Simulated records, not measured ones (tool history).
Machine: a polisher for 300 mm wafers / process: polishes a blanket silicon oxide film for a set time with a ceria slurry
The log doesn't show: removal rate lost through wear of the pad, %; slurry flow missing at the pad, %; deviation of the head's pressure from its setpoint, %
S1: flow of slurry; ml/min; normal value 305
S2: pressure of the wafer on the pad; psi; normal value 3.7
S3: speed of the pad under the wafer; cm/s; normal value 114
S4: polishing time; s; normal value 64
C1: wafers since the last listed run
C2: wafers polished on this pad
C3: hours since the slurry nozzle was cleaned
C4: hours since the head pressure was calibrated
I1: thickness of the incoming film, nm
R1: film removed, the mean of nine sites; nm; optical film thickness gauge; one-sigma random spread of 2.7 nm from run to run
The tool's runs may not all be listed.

run	hour	S1	S2	S3	S4	C1	C2	C3	C4	I1	R1
1	0.0	305	3.7	114	64	0	708	381.2	47.5	1471.0	305.2
# hour 13.3: slurry nozzle cleaned
2	20.1	275	3.7	114	64	204	912	6.8	67.6	1462.5	298.5
3	47.0	275	3.7	114	64	288	1201	33.7	94.5	1496.9	296.6
# hour 60.2: worn pad replaced by a new one
4	70.0	305	3.7	114	64	203	104	56.7	117.5	1477.5	321.3
5	82.8	305	3.7	114	64	137	241	69.5	130.3	1516.9	320.4
6	100.1	305	3.7	114	64	185	427	86.8	147.6	1478.0	316.4
7	112.8	305	3.7	114	64	136	563	99.5	160.3	1470.6	315.9
8	137.4	305	3.7	114	64	263	827	124.1	184.9	1499.6	313.0
9	162.6	280	3.7	114	64	270	1097	149.3	210.1	1511.4	305.3
# hour 187.6: worn pad replaced by a new one
10	194.6	280	3.7	114	64	300	74	181.3	242.1	1492.3	323.0
11	212.1	280	3.7	114	64	187	262	198.8	259.6	1486.2	321.1
12	236.1	260	4.2	114	64	257	519	222.8	283.6	1523.8	343.5
13	268.4	305	3.7	114	64	346	866	255.1	315.9	1513.2	316.3
14	290.5	305	3.7	114	64	236	1103	277.2	338.0	1478.5	307.4
15	309.3	305	3.7	114	64	201	1304	296.0	356.8	1493.3	299.3
# hour 316.2: worn pad replaced by a new one
# hour 316.6: head pressure recalibrated
# hour 351.5: slurry nozzle cleaned
16	398.6	375	3.4	84	79	899	868	47.1	82.0	1495.0	273.0
17	421.2	305	3.7	114	85	242	1111	69.7	104.6	1472.0	402.3
18	447.6	305	3.7	114	64	283	1394	96.1	131.0	1489.0	292.1
# hour 455.2: worn pad replaced by a new one
19	464.4	395	4.7	128	64	137	98	112.9	147.8	1484.4	439.2
20	477.9	305	3.7	114	64	144	243	126.4	161.3	1499.6	328.1
21	498.6	205	3.7	98	74	221	465	147.1	182.0	1508.5	311.2
22	522.4	305	4.9	138	64	255	720	170.9	205.8	1491.0	463.0
23	542.6	305	3.0	114	64	216	936	191.1	226.0	1470.3	275.2
24	556.6	305	4.3	148	58	150	1087	205.1	240.0	1517.0	410.1
25	591.4	335	3.7	88	64	373	1460	239.9	274.8	1485.8	231.6
# hour 604.9: worn pad replaced by a new one
26	613.0	305	3.7	114	64	188	86	261.5	296.4	1480.7	337.6
27	635.3	305	3.7	114	64	239	325	283.8	318.7	1514.4	340.2
28	660.2	385	3.1	114	64	266	592	308.7	343.6	1488.8	301.8

What the log doesn't show, run by run:
slurry flow missing at the pad, %: 0 in every run
H1: removal rate lost through wear of the pad, %
H2: deviation of the head's pressure from its setpoint, %
run	H1	H2
1	3.91	0.766
2	5.8	1.32
3	9.09	2.06
4	0.836	2.69
5	1.09	3.04
6	1.74	3.52
7	2.44	3.87
8	4.36	4.55
9	7.09	5.24
10	2.47	6.12
11	2.8	6.6
12	3.86	7.26
13	6.37	8.15
14	8.81	8.76
15	11.4	9.28
16	5.05	3.5
17	7.6	4.13
18	11.4	4.85
19	0.76	5.31
20	1.02	5.69
21	1.84	6.26
22	3.43	6.91
23	5.31	7.47
24	6.9	7.85
25	11.9	8.81
26	0.327	9.4
27	0.843	10
28	2.13	10.7

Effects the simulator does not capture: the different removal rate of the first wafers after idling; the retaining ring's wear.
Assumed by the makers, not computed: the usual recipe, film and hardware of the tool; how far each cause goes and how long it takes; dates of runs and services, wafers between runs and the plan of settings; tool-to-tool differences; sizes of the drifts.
